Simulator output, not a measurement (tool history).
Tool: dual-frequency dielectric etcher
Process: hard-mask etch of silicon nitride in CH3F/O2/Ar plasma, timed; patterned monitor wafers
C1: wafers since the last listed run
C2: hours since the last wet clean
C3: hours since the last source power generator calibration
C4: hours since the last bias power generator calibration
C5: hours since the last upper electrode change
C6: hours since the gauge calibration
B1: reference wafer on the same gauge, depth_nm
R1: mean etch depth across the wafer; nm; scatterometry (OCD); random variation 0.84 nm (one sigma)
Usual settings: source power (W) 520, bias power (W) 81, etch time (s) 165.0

{"run": 1, "day": 0.0, "source power (W)": 520, "bias power (W)": 81, "etch time (s)": 130.0, "C1": 0, "C2": 400.5, "C3": 4322.0, "C4": 4435.9, "C5": 2695.5, "C6": 307.8, "B1": 139.3, "R1": 101.2}
{"run": 2, "day": 0.358, "source power (W)": 520, "bias power (W)": 81, "etch time (s)": 130.0, "C1": 67, "C2": 409.1, "C3": 4330.6, "C4": 4444.5, "C5": 2704.1, "C6": 316.4, "B1": 138.9, "R1": 101.6}
{"run": 3, "day": 0.967, "source power (W)": 460, "bias power (W)": 81, "etch time (s)": 165.0, "C1": 113, "C2": 423.7, "C3": 4345.2, "C4": 4459.1, "C5": 2718.7, "C6": 331.0, "B1": 139.2, "R1": 122.5}
{"run": 4, "day": 1.333, "source power (W)": 460, "bias power (W)": 81, "etch time (s)": 165.0, "C1": 68, "C2": 432.5, "C3": 4354.0, "C4": 4467.9, "C5": 2727.5, "C6": 339.8, "B1": 138.9, "R1": 123.9}
{"day": 1.8, "done": "bias power generator calibrated"}
{"run": 5, "day": 1.821, "source power (W)": 570, "bias power (W)": 81, "etch time (s)": 204.0, "C1": 59, "C2": 444.2, "C3": 4365.7, "C4": 0.5, "C5": 2739.2, "C6": 351.5, "B1": 138.9, "R1": 162.3}
{"run": 6, "day": 2.346, "source power (W)": 570, "bias power (W)": 81, "etch time (s)": 204.0, "C1": 98, "C2": 456.8, "C3": 4378.3, "C4": 13.1, "C5": 2751.8, "C6": 364.1, "B1": 139.2, "R1": 162.4}
{"run": 7, "day": 3.075, "source power (W)": 570, "bias power (W)": 81, "etch time (s)": 204.0, "C1": 136, "C2": 474.3, "C3": 4395.8, "C4": 30.6, "C5": 2769.3, "C6": 381.6, "B1": 139.0, "R1": 161.6}
{"run": 8, "day": 3.496, "source power (W)": 610, "bias power (W)": 81, "etch time (s)": 165.0, "C1": 78, "C2": 484.4, "C3": 4405.9, "C4": 40.7, "C5": 2779.4, "C6": 391.7, "B1": 138.9, "R1": 135.2}
{"run": 9, "day": 3.958, "source power (W)": 610, "bias power (W)": 81, "etch time (s)": 165.0, "C1": 86, "C2": 495.5, "C3": 4417.0, "C4": 51.8, "C5": 2790.5, "C6": 402.8, "B1": 139.2, "R1": 132.5}
{"run": 10, "day": 5.733, "source power (W)": 520, "bias power (W)": 81, "etch time (s)": 165.0, "C1": 331, "C2": 538.1, "C3": 4459.6, "C4": 94.4, "C5": 2833.1, "C6": 445.4, "B1": 139.0, "R1": 128.0}
{"run": 11, "day": 6.046, "source power (W)": 520, "bias power (W)": 81, "etch time (s)": 165.0, "C1": 58, "C2": 545.6, "C3": 4467.1, "C4": 101.9, "C5": 2840.6, "C6": 452.9, "B1": 138.8, "R1": 127.7}
{"run": 12, "day": 6.604, "source power (W)": 520, "bias power (W)": 93, "etch time (s)": 165.0, "C1": 104, "C2": 559.0, "C3": 4480.5, "C4": 115.3, "C5": 2854.0, "C6": 466.3, "B1": 139.1, "R1": 135.3}
{"run": 13, "day": 6.954, "source power (W)": 520, "bias power (W)": 81, "etch time (s)": 180.5, "C1": 65, "C2": 567.4, "C3": 4488.9, "C4": 123.7, "C5": 2862.4, "C6": 474.7, "B1": 139.0, "R1": 138.7}
{"day": 7.304, "done": "source power generator calibrated"}
{"run": 14, "day": 7.325, "source power (W)": 520, "bias power (W)": 66, "etch time (s)": 209.5, "C1": 38, "C2": 576.3, "C3": 0.5, "C4": 132.6, "C5": 2871.3, "C6": 483.6, "B1": 139.3, "R1": 146.8}
{"run": 15, "day": 7.904, "source power (W)": 520, "bias power (W)": 81, "etch time (s)": 165.0, "C1": 108, "C2": 590.2, "C3": 14.4, "C4": 146.5, "C5": 2885.2, "C6": 497.5, "B1": 138.8, "R1": 126.6}
{"day": 8.996, "done": "wet clean of the chamber"}
{"run": 16, "day": 9.017, "source power (W)": 520, "bias power (W)": 81, "etch time (s)": 206.0, "C1": 21, "C2": 0.5, "C3": 41.1, "C4": 173.2, "C5": 2911.9, "C6": 524.2, "B1": 139.1, "R1": 169.5}
{"run": 17, "day": 9.158, "source power (W)": 480, "bias power (W)": 74, "etch time (s)": 206.5, "C1": 26, "C2": 3.9, "C3": 44.5, "C4": 176.6, "C5": 2915.3, "C6": 527.6, "B1": 138.9, "R1": 157.4}
{"day": 12.025, "done": "upper electrode replaced"}
{"run": 18, "day": 12.046, "source power (W)": 520, "bias power (W)": 91, "etch time (s)": 165.0, "C1": 352, "C2": 73.2, "C3": 113.8, "C4": 245.9, "C5": 0.5, "C6": 596.9, "B1": 138.9, "R1": 138.4}
{"run": 19, "day": 12.062, "source power (W)": 570, "bias power (W)": 81, "etch time (s)": 204.0, "C1": 3, "C2": 73.6, "C3": 114.2, "C4": 246.3, "C5": 0.9, "C6": 597.3, "B1": 139.0, "R1": 168.8}
{"run": 20, "day": 12.408, "source power (W)": 520, "bias power (W)": 81, "etch time (s)": 180.0, "C1": 64, "C2": 81.9, "C3": 122.5, "C4": 254.6, "C5": 9.2, "C6": 605.6, "B1": 139.2, "R1": 145.0}
{"day": 12.767, "done": "gauge calibrated"}
{"run": 21, "day": 12.946, "source power (W)": 520, "bias power (W)": 81, "etch time (s)": 165.0, "C1": 100, "C2": 94.8, "C3": 135.4, "C4": 267.5, "C5": 22.1, "C6": 4.3, "B1": 139.0, "R1": 133.0}
{"run": 22, "day": 13.388, "source power (W)": 560, "bias power (W)": 98, "etch time (s)": 116.5, "C1": 82, "C2": 105.4, "C3": 146.0, "C4": 278.1, "C5": 32.7, "C6": 14.9, "B1": 138.8, "R1": 104.5}
{"run": 23, "day": 14.021, "source power (W)": 430, "bias power (W)": 89, "etch time (s)": 165.0, "C1": 118, "C2": 120.6, "C3": 161.2, "C4": 293.3, "C5": 47.9, "C6": 30.1, "B1": 139.2, "R1": 130.8}
{"run": 24, "day": 15.35, "source power (W)": 480, "bias power (W)": 92, "etch time (s)": 188.5, "C1": 248, "C2": 152.5, "C3": 193.1, "C4": 325.2, "C5": 79.8, "C6": 62.0, "B1": 139.2, "R1": 155.2}
{"run": 25, "day": 15.7, "source power (W)": 390, "bias power (W)": 61, "etch time (s)": 179.0, "C1": 65, "C2": 160.9, "C3": 201.5, "C4": 333.6, "C5": 88.2, "C6": 70.4, "B1": 139.1, "R1": 114.8}
{"run": 26, "day": 16.088, "source power (W)": 620, "bias power (W)": 81, "etch time (s)": 137.0, "C1": 72, "C2": 170.2, "C3": 210.8, "C4": 342.9, "C5": 97.5, "C6": 79.7, "B1": 139.0, "R1": 115.5}
{"run": 27, "day": 16.554, "source power (W)": 620, "bias power (W)": 81, "etch time (s)": 165.0, "C1": 87, "C2": 181.4, "C3": 222.0, "C4": 354.1, "C5": 108.7, "C6": 90.9, "B1": 139.1, "R1": 140.3}
{"run": 28, "day": 16.862, "source power (W)": 520, "bias power (W)": 81, "etch time (s)": 165.0, "C1": 57, "C2": 188.8, "C3": 229.4, "C4": 361.5, "C5": 116.1, "C6": 98.3, "B1": 139.0, "R1": 130.9}
{"run": 29, "day": 17.417, "source power (W)": 520, "bias power (W)": 75, "etch time (s)": 204.5, "C1": 103, "C2": 202.1, "C3": 242.7, "C4": 374.8, "C5": 129.4, "C6": 111.6, "B1": 139.0, "R1": 156.6}

5 ways to go on from here, each from the tool as it stands after run 29. What would each give?
{"run": "A", "day": 17.438, "source power (W)": 520, "bias power (W)": 81, "etch time (s)": 165.0, "C1": 3, "C2": 202.6, "C3": 243.2, "C4": 375.3, "C5": 129.9, "C6": 112.1, "B1": "?", "R1": "?"}
{"run": "B", "day": 17.438, "source power (W)": 470, "bias power (W)": 73, "etch time (s)": 187.0, "C1": 3, "C2": 202.6, "C3": 243.2, "C4": 375.3, "C5": 129.9, "C6": 112.1, "B1": "?", "R1": "?"}
{"run": "C", "day": 17.438, "source power (W)": 480, "bias power (W)": 97, "etch time (s)": 129.0, "C1": 3, "C2": 202.6, "C3": 243.2, "C4": 375.3, "C5": 129.9, "C6": 112.1, "B1": "?", "R1": "?"}
{"run": "D", "day": 17.438, "source power (W)": 430, "bias power (W)": 99, "etch time (s)": 145.0, "C1": 3, "C2": 202.6, "C3": 243.2, "C4": 375.3, "C5": 129.9, "C6": 112.1, "B1": "?", "R1": "?"}
{"run": "E", "day": 17.438, "source power (W)": 460, "bias power (W)": 87, "etch time (s)": 117.5, "C1": 3, "C2": 202.6, "C3": 243.2, "C4": 375.3, "C5": 129.9, "C6": 112.1, "B1": "?", "R1": "?"}

run=A B1=139.1 R1=131.9
run=B B1=139.1 R1=138.3
run=C B1=139.1 R1=108.8
run=D B1=139.1 R1=119.2
run=E B1=139.1 R1=93.2
Without the tool's hidden state the same runs would have given:
run=A R1=134.3
run=B R1=140.8
run=C R1=110.7
run=D R1=121.3
run=E R1=94.9

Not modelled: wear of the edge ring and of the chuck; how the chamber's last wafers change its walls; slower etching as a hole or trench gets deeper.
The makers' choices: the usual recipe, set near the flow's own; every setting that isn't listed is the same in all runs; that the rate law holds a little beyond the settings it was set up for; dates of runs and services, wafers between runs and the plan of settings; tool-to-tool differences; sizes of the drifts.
